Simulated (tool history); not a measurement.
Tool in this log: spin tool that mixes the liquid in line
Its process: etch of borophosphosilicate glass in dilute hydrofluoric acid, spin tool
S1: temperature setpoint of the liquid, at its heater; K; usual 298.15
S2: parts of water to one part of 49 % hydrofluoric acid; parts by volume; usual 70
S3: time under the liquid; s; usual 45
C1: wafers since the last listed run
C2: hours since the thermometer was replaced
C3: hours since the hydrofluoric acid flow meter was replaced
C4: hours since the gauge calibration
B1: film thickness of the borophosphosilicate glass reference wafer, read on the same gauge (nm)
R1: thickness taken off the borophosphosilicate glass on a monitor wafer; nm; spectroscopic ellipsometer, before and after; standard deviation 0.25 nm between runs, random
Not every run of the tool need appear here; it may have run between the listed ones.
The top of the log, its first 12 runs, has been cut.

run     day      S1   S2  S3   C1      C2      C3      C4     B1     R1
 13  21.721  300.65   70  60  231   714.6   135.5  2387.5  29.96  36.80
 14  22.792  298.15  105  20  202   740.3   161.2  2413.2  30.02   7.14
 15  24.929  294.15   55  45  404   791.6   212.5  2464.5  29.99  27.30
 16  27.583  298.15   70  45  502   855.3   276.2  2528.2  29.98  25.05
 17  28.888  295.65   90  60  246   886.6   307.5  2559.5  29.99  22.39
 18  31.400  298.15   70  45  475   946.9   367.8  2619.8  29.97  24.37
 19  32.742  298.15   70  45  253   979.1   400.0  2652.0  29.97  24.59
 20  34.688  298.15   40  30  368  1025.8   446.7  2698.7  29.99  29.81
 21  37.071  298.15   35  45  450  1083.0   503.9  2755.9  30.00  51.15
     38.762  -- gauge calibrated
 22  38.958  294.65   70  45  357  1128.3   549.2     4.7  30.00  21.07
 23  41.538  298.15   70  45  488  1190.2   611.1    66.6  30.00  23.62
 24  43.838  296.15   45  65  435  1245.4   666.3   121.8  30.02  51.16
 25  46.142  298.15   95  50  436  1300.7   721.6   177.1  30.00  18.96
 26  48.458  294.15   50  45  438  1356.3   777.2   232.7  29.98  28.86
 27  51.042  298.15   70  25  488  1418.3   839.2   294.7  30.00  13.26
 28  53.408  298.15   70  45  447  1475.1   896.0   351.5  29.97  23.50
 29  54.621  298.15   70  45  229  1504.2   925.1   380.6  30.00  23.55
 30  57.004  300.65   95  40  450  1561.4   982.3   437.8  30.01  16.50
 31  61.196  298.15  100  30  793  1662.0  1082.9   538.4  30.03  10.33

Alternative continuations, all from the tool just after run 31; predict every row:
  A  61.212  300.65  70  45   3  1662.4  1083.3  538.8   ?   ?
  B  61.212  293.65  95  25   3  1662.4  1083.3  538.8   ?   ?
  C  61.212  302.65  50  55   3  1662.4  1083.3  538.8   ?   ?
  D  61.212  298.15  55  20   3  1662.4  1083.3  538.8   ?   ?
  E  61.212  295.15  95  25   3  1662.4  1083.3  538.8   ?   ?

run     B1     R1
  A  29.98  26.22
  B  29.98   7.83
  C  29.98  50.02
  D  29.98  13.69
  E  29.98   8.33
With no hidden state in the tool, these same runs would have given:
run     R1
  A  28.98
  B   8.68
  C  55.23
  D  15.14
  E   9.22

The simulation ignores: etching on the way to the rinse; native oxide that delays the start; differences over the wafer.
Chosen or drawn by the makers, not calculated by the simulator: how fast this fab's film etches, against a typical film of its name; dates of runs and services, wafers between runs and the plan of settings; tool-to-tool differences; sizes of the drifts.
